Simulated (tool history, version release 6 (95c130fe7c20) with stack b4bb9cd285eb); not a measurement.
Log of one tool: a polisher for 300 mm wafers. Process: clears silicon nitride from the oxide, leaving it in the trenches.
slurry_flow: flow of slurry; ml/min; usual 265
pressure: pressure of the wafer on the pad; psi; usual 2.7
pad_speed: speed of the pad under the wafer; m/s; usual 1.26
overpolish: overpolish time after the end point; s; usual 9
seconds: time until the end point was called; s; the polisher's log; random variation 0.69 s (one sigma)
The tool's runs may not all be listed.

run    hour  slurry_flow  pressure  pad_speed  overpolish  wafers since the last listed run  wafers polished on this pad  hours since the slurry nozzle was cleaned  hours since the head pressure was calibrated  incoming thickness of the incoming film, nm  seconds
  1       0          265       2.7       1.12           9                                 0                          274                                       34.8                                         362.4                                         80.8     78.2
  2    85.9          265       2.7       1.12           9                               873                         1148                                      120.7                                         448.3                                         79.2     78.2
  3   130.1          265       2.7       1.12           9                               449                         1598                                      164.9                                         492.5                                         79.9     78.5
  4   203.5          265       2.7       0.94           9                               746                         2344                                      238.3                                         565.9                                         79.5       94
  5   260.4          265         2       1.26          13                               578                         2923                                      295.2                                         622.8                                         80.4     91.9
  6   355.3          265       2.7       1.26           9                               965                         3889                                      390.1                                         717.7                                         80.8     73.4
        393  -- worn pad replaced by a new one
  7   442.1          265       2.4       1.26           9                               842                          499                                      476.9                                         804.5                                         80.2     80.7
      482.1  -- slurry nozzle cleaned
  8   706.7          265       2.7       1.26           9                              2681                         3180                                      224.6                                        1069.1                                         79.7     74.1
  9   773.9          265       2.7       1.26           9                               683                         3864                                      291.8                                        1136.3                                         78.9     74.2
      807.6  -- worn pad replaced by a new one
 10   821.3          265       2.7       1.26           9                               441                          139                                      339.2                                        1183.7                                         79.6     76.6
      871.1  -- head pressure recalibrated
 11   914.1          265       2.7       1.26           9                               923                         1063                                        432                                            43                                         81.1     71.8
 12  1010.3          265       2.7       1.26           9                               978                         2041                                      528.2                                         139.2                                         80.2       74
     1062.6  -- slurry nozzle cleaned
 13  1118.2          265       2.7       1.26           9                              1087                         3129                                       55.6                                         247.1                                         80.2     69.3
 14  1154.5          265       2.7       1.26           7                               369                         3498                                       91.9                                         283.4                                         79.4     69.5
 15  1229.3          265       3.3       1.26           9                               760                         4259                                      166.7                                         358.2                                         79.6       59
     1276.4  -- worn pad replaced by a new one
 16    1323          205       3.5       1.26          12                               912                          474                                      260.4                                         451.9                                         80.6     58.1
 17  1404.4          340       2.7       1.26           9                               828                         1302                                      341.8                                         533.3                                         80.1     70.2
 18  1447.8          265       2.7       1.26           9                               441                         1743                                      385.2                                         576.7                                         79.7     72.5
 19  1547.4          265       3.3       1.06          12                              1013                         2756                                      484.8                                         676.3                                         80.6     75.2
 20  1605.7          210       2.7       1.26          12                               593                         3349                                      543.1                                         734.6                                         80.3     78.5
     1643.4  -- slurry nozzle cleaned
 21  1658.1          175       3.1       1.64           8                               522                         3872                                       14.7                                           787                                         79.8     50.9
     1675.5  -- worn pad replaced by a new one
 22  1718.3          325       2.7       1.26          13                               571                          435                                       74.9                                         847.2                                         78.8     70.5
 23  1804.9          265       2.7       1.26          11                               880                         1316                                      161.5                                         933.8                                         80.7       75
 24  1881.6          265       3.5       1.26           7                               780                         2096                                      238.2                                        1010.5                                         80.9     60.9
     1961.1  -- head pressure recalibrated
 25  1970.2          265       2.7       1.26           9                               880                         2977                                      326.8                                           9.1                                         79.3     69.6
 26  2047.3          315       3.5       1.26           6                               784                         3762                                      403.9                                          86.2                                         81.4     55.9
 27  2088.2          240       2.7       1.14           9                               416                         4178                                      444.8                                         127.1                                         78.4     77.3
 28  2130.7          265       2.7       1.26           9                               432                         4610                                      487.3                                         169.6                                         78.7     70.1
     2157.8  -- worn pad replaced by a new one
 29  2196.4          265       3.4       1.26          11                               627                          392                                        553                                         235.3                                         81.7     59.8

Hidden state or all else? Some run-to-run changes of seconds, split into what the settings, what came in and random variation would give without the hidden state, and what is left for the hidden state (with any gauge scatter that isn't in both results):
The hidden state here: removal rate lost through wear of the pad, %; slurry flow missing at the pad, %; deviation of the head's pressure from its setpoint, %.
Run 10 -> 11: head pressure recalibrated. seconds -4.8 s: hidden state -5.4, all else +0.6.
Run 20 -> 21: slurry_flow 210 -> 175, pressure 2.7 -> 3.1, pad_speed 1.26 -> 1.64, overpolish 12 -> 8, slurry nozzle cleaned. seconds -27.6 s: hidden state -4.9, all else -22.7.
Run 26 -> 27: slurry_flow 315 -> 240, pressure 3.5 -> 2.7, pad_speed 1.26 -> 1.14, overpolish 6 -> 9. seconds +21.4 s: hidden state +1.4, all else +20.
